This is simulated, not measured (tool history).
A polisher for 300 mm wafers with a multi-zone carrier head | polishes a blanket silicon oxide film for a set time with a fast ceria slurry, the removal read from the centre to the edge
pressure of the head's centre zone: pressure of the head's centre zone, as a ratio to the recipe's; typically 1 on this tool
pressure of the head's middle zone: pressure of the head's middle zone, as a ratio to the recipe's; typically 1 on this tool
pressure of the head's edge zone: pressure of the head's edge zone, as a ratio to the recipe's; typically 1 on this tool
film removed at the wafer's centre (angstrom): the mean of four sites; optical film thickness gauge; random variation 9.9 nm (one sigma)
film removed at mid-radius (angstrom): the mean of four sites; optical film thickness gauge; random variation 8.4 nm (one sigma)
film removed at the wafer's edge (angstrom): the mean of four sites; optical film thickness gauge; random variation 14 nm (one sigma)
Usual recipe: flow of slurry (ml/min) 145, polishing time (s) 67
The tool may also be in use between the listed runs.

run,hour,flow of slurry (ml/min),pressure of the head's centre zone,pressure of the head's middle zone,pressure of the head's edge zone,polishing time (s),"incoming thickness of the incoming film, nm",film removed at the wafer's centre (angstrom),film removed at mid-radius (angstrom),film removed at the wafer's edge (angstrom)
1,0,145,1,1,1,67,2892.6,8820,9236,9234
2,26.2,145,1,1,1,67,2931.3,8772,9151,9010
# hour 38.5: worn pad replaced by a new one
3,60.9,145,1,1,1,67,2935.3,8811,9029,9048
4,85.4,145,0.94,1,0.96,47,2932.7,5774,6356,6173
# hour 121: edge zone pressure recalibrated
# hour 128.6: carrier head's membrane replaced by a new one
5,132.6,145,1,1,0.93,45,2916.7,5846,6046,5934
6,190.5,145,1,1.03,1.03,50,2888.4,6492,6872,7000
7,227.7,145,1.1,1.11,0.89,57,2922.5,8195,8360,7400
8,438.7,145,1,1,1.08,67,2946.8,8717,8856,9417
# hour 456.3: slurry nozzle cleaned
9,465.2,145,1,1,1,67,2860.5,8900,9272,9117
10,511.2,145,1,1,1,67,2949.9,8972,9295,9230
# hour 521.2: worn pad replaced by a new one
11,558.1,175,1.04,1,0.95,67,2910.7,9862,9657,9227
12,613.5,145,1,1,1,54,2886.6,7060,7362,7488
13,680.5,145,1,1,1,67,2916.4,8702,9067,9276
# hour 685.1: edge zone pressure recalibrated
14,742.8,145,1,1,1,79,2935.9,10415,10832,10666

What will run 15 give?
15,811.2,110,1.1,1.03,1,44,2935.4,?,?,?

Run 15 produced film removed at the wafer's centre (angstrom) 5795, film removed at mid-radius (angstrom) 5584, film removed at the wafer's edge (angstrom) 5601.
On a tool with no hidden condition, and with the same random variation, this run would have come out at film removed at the wafer's centre (angstrom) 6139, film removed at mid-radius (angstrom) 5868, film removed at the wafer's edge (angstrom) 5791.
